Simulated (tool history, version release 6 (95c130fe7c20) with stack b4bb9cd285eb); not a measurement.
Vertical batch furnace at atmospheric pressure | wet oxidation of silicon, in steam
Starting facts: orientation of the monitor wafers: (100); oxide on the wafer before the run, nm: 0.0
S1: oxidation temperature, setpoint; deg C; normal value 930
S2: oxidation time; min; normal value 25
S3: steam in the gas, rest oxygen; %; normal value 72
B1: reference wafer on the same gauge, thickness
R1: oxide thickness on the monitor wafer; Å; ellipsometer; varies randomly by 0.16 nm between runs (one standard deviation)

run 1 day=0.000 | S1=914 S2=25 S3=72 | B1=77.07 | R1=620.6
run 2 day=1.662 | S1=912 S2=25 S3=81 | B1=77.07 | R1=676.0
run 3 day=4.212 | S1=930 S2=25 S3=65 | B1=76.97 | R1=694.2
run 4 day=5.717 | S1=912 S2=25 S3=72 | B1=76.96 | R1=603.8
run 5 day=6.971 | S1=930 S2=25 S3=72 | B1=76.93 | R1=762.7
run 6 day=9.229 | S1=930 S2=25 S3=72 | B1=76.91 | R1=760.5
run 7 day=10.896 | S1=930 S2=25 S3=72 | B1=76.85 | R1=761.2
run 8 day=12.383 | S1=930 S2=25 S3=80 | B1=76.86 | R1=840.1
run 9 day=13.538 | S1=930 S2=25 S3=80 | B1=76.77 | R1=837.9
run 10 day=16.275 | S1=930 S2=25 S3=80 | B1=76.75 | R1=838.5
run 11 day=18.546 | S1=944 S2=25 S3=72 | B1=76.72 | R1=907.0

Run 12 is up next; what results do you expect?
run 12 day=21.492 | S1=912 S2=25 S3=72 | B1=? | R1=?

B1: 76.67
R1: 601.9 Å
With the hidden condition absent and the run-to-run variation left alone, this run would have shown R1 604.5 Å.
